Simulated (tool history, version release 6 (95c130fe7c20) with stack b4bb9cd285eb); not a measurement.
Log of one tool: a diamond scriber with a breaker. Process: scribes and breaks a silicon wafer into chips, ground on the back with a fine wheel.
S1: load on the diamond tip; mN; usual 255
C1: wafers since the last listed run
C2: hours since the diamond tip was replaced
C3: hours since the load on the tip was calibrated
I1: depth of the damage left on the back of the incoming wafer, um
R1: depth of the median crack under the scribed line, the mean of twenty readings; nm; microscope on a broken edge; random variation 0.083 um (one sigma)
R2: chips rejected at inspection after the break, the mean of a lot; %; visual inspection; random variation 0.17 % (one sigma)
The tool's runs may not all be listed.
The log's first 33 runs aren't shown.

run   hour   S1  C1     C2     C3    I1     R1     R2
 34  541.1  236  20  385.7   34.7  1.72   8520   4.52
 35  549.8  274  16  394.4   43.4  1.58  10170   1.83
 36    575  208  47  419.6   68.6  2.08   7370  13.18
 37  581.2  255  11  425.8   74.8  1.78   9270   2.43
 38  588.7  278  14  433.3   82.3  2.35  10270   3.28
 39  599.4  255  20    444     93  1.98   9290   2.69
 40  606.6  329  13  451.2  100.2  2.97  12050   8.14
 41  619.9  185  24  464.5  113.5  2.07   6280  26.38
 42  652.8  293  61  497.4  146.4  2.48  10690   3.87
 43  660.1  180  13  504.7  153.7  2.99   6170  34.68

Forecast each of these 3 alternatives for the next run:
  A  660.7  303   1  505.3  154.3  1.54   ?   ?
  B  660.7  181   1  505.3  154.3  1.54   ?   ?
  C  660.7  217   1  505.3  154.3  1.54   ?   ?

run     R1     R2
  A  11190   4.23
  B   6240  29.08
  C   7860   9.36
Without the tool's hidden state the same runs would have given:
run     R1     R2
  A  11700   6.07
  B   6530  24.58
  C   8220   6.82
